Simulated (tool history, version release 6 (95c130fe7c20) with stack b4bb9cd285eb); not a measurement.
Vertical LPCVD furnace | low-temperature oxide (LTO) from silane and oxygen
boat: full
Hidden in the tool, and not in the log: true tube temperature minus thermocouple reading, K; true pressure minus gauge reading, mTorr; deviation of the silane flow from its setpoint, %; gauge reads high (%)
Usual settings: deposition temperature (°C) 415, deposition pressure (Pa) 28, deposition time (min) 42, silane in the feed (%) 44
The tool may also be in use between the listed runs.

run    hour  deposition temperature (°C)  deposition pressure (Pa)  deposition time (min)  silane in the feed (%)  wafers since the last listed run  hours since the last temperature calibration  hours since the pressure gauge was zeroed  hours since the silane flow controller was replaced  hours since the gauge calibration  read-back reference wafer on the same gauge, thickness  film thickness on the monitor wafer in the middle of the boat (nm)
  1       0                          415                        28                     42                      44                                 0                                        1275.2                                     2838.5                                               3565.8                              724.6                                                  410.65                                                              514.97
  2   107.4                          415                        28                     42                      44                              1824                                        1382.6                                     2945.9                                               3673.2                                832                                                  411.54                                                              517.92
  3   165.2                          415                        28                     42                      44                               981                                        1440.4                                     3003.7                                                 3731                              889.8                                                  411.35                                                               517.8
  4   202.8                          415                        28                     42                      44                               638                                          1478                                     3041.3                                               3768.6                              927.4                                                  410.65                                                              517.34
  5     271                          415                        28                     42                      44                              1158                                        1546.2                                     3109.5                                               3836.8                              995.6                                                  411.18                                                              517.14
  6   325.4                          415                        28                     42                      38                               923                                        1600.6                                     3163.9                                               3891.2                               1050                                                  411.23                                                              441.45
  7   413.1                          415                        28                     42                      38                              1489                                        1688.3                                     3251.6                                               3978.9                             1137.7                                                  411.16                                                              442.93
  8   489.5                          415                        30                     42                      44                              1297                                        1764.7                                       3328                                               4055.3                             1214.1                                                   411.2                                                              557.56
  9   591.8                          406                        28                     42                      44                              1737                                          1867                                     3430.3                                               4157.6                             1316.4                                                   411.4                                                              473.75
 10   657.4                          406                        28                     42                      44                              1114                                        1932.6                                     3495.9                                               4223.2                               1382                                                   411.2                                                              476.64
 11   759.6                          415                        28                   50.5                      48                              1735                                        2034.8                                     3598.1                                               4325.4                             1484.2                                                  411.01                                                              682.65
      854.7  -- pressure gauge zeroed
 12   855.2                          424                        28                     51                      44                              1216                                        2130.4                                        0.5                                                 4421                             1579.8                                                  410.75                                                              698.07
      918.2  -- thermocouples replaced and temperature profile calibrated
 13   918.7                          406                        28                     25                      47                               670                                           0.5                                         64                                               4484.5                             1643.3                                                  410.47                                                              297.61
 14   955.8                          415                        24                   55.5                      44                               630                                          37.6                                      101.1                                               4521.6                             1680.4                                                  411.19                                                              583.26
     1041.6  -- silane flow controller replaced
 15    1043                          421                        28                     42                      50                              1073                                         124.8                                      188.3                                                  1.4                             1767.6                                                  410.94                                                              605.52
 16  1088.2                          415                        28                     42                      44                               767                                           170                                      233.5                                                 46.6                             1812.8                                                  411.23                                                                 512
 17  1127.3                          415                      22.7                     37                      44                               664                                         209.1                                      272.6                                                 85.7                             1851.9                                                  411.34                                                              366.01
 18  1180.1                          424                        28                     42                      36                               896                                         261.9                                      325.4                                                138.5                             1904.7                                                  411.14                                                              448.38
 19  1242.9                          422                      21.3                   26.5                      36                              1066                                         324.7                                      388.2                                                201.3                             1967.5                                                  410.98                                                               211.4
 20  1314.4                          415                        22                     56                      44                              1214                                         396.2                                      459.7                                                272.8                               2039                                                  410.78                                                              539.15
     1314.7  -- gauge calibrated
 21  1392.4                          415                        28                     42                      44                              1324                                         474.2                                      537.7                                                350.8                               77.7                                                  411.33                                                              514.01
 22    1444                          415                      25.3                   52.5                      44                               876                                         525.8                                      589.3                                                402.4                              129.3                                                     411                                                              581.97
 23  1505.4                          415                        28                     42                      47                              1042                                         587.2                                      650.7                                                463.8                              190.7                                                  410.79                                                              548.48
 24  1573.2                          415                      33.3                     42                      44                              1151                                           655                                      718.5                                                531.6                              258.5                                                  411.23                                                              610.89
 25    1616                          422                      34.7                     42                      44                               726                                         697.8                                      761.3                                                574.4                              301.3                                                  410.42                                                              680.94
 26  1677.2                          415                        28                     42                      40                              1039                                           759                                      822.5                                                635.6                              362.5                                                  410.95                                                              462.91
 27  1741.2                          415                        28                     50                      44                              1087                                           823                                      886.5                                                699.6                              426.5                                                  411.26                                                              611.61
 28  1822.9                          407                        28                     42                      44                              1387                                         904.7                                      968.2                                                781.3                              508.2                                                  411.13                                                              475.55
 29  1863.7                          426                      30.7                   48.5                      50                               692                                         945.5                                       1009                                                822.1                                549                                                  410.91                                                              808.69
 30  1931.8                          415                        28                     42                      44                              1156                                        1013.6                                     1077.1                                                890.2                              617.1                                                  411.32                                                              514.37
 31  1980.3                          415                        28                     42                      44                               823                                        1062.1                                     1125.6                                                938.7                              665.6                                                  411.16                                                               519.3

Measured less the same run without the tool's hidden state. The same run-to-run variation is in both; the gauge's scatter may not be:
run  film thickness on the monitor wafer in the middle of the boat (nm)
  1                                                               +5.85
  2                                                               +6.61
  3                                                               +7.02
  4                                                               +7.29
  5                                                               +7.81
  6                                                               +7.37
  7                                                               +8.05
  8                                                              +10.38
  9                                                              +10.01
 10                                                              +10.67
 11                                                              +15.59
 12                                                              +17.19
 13                                                               +1.26
 14                                                               +2.45
 15                                                                +2.4
 16                                                               +2.22
 17                                                               +1.61
 18                                                               +2.09
 19                                                               +1.03
 20                                                               +2.68
 21                                                               +2.72
 22                                                               +3.24
 23                                                               +3.15
 24                                                               +3.85
 25                                                               +4.37
 26                                                               +3.36
 27                                                               +4.61
 28                                                               +4.04
 29                                                               +6.35
 30                                                               +4.76
 31                                                               +5.06
